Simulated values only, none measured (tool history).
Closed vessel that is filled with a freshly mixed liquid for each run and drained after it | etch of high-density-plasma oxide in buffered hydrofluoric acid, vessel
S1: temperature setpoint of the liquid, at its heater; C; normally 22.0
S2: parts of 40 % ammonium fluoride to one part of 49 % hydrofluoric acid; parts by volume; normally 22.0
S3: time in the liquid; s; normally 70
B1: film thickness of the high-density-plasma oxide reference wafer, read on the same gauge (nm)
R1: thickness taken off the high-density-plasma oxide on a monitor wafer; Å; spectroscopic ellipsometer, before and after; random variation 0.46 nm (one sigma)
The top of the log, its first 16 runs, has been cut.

run	day	S1	S2	S3	B1	R1
17	31.175	22.0	22.0	100	119.98	759.0
18	33.983	24.0	22.0	70	120.03	590.8
19	35.333	27.0	18.0	110	120.00	1306.5
# day 37.542: thermometer replaced
20	37.917	18.0	16.0	70	119.98	488.9
21	40.600	22.0	22.0	90	120.00	593.2
# day 40.621: gauge calibrated
22	43.183	20.0	22.0	90	119.96	530.9
23	45.662	17.0	16.0	70	119.99	471.8
24	48.312	22.0	18.0	90	120.01	709.4
25	51.150	22.0	22.0	70	120.02	468.8
26	53.067	17.5	27.5	70	120.02	308.8
27	54.296	22.0	22.0	70	119.99	473.2
# day 55.879: hydrofluoric acid flow meter replaced
28	56.346	20.5	22.0	70	120.01	434.5
29	57.662	22.0	22.0	70	120.01	477.0
30	58.671	22.0	27.0	70	119.98	415.6

Each row is a separate what-if for the run after 30, all from the same tool condition, not one after another. Results?
A	58.700	20.0	22.0	70	?	?
B	58.700	23.5	24.5	85	?	?
C	58.700	25.0	25.5	70	?	?
D	58.700	22.0	25.5	70	?	?
E	58.700	22.0	14.0	70	?	?

run	B1	R1
A	120.01	418.6
B	120.01	572.9
C	120.01	498.2
D	120.01	422.6
E	120.01	709.8
Take away the tool's hidden state, keep each run's random variation, and the runs would have read:
run	R1
A	405.6
B	555.5
C	483.2
D	409.6
E	688.2
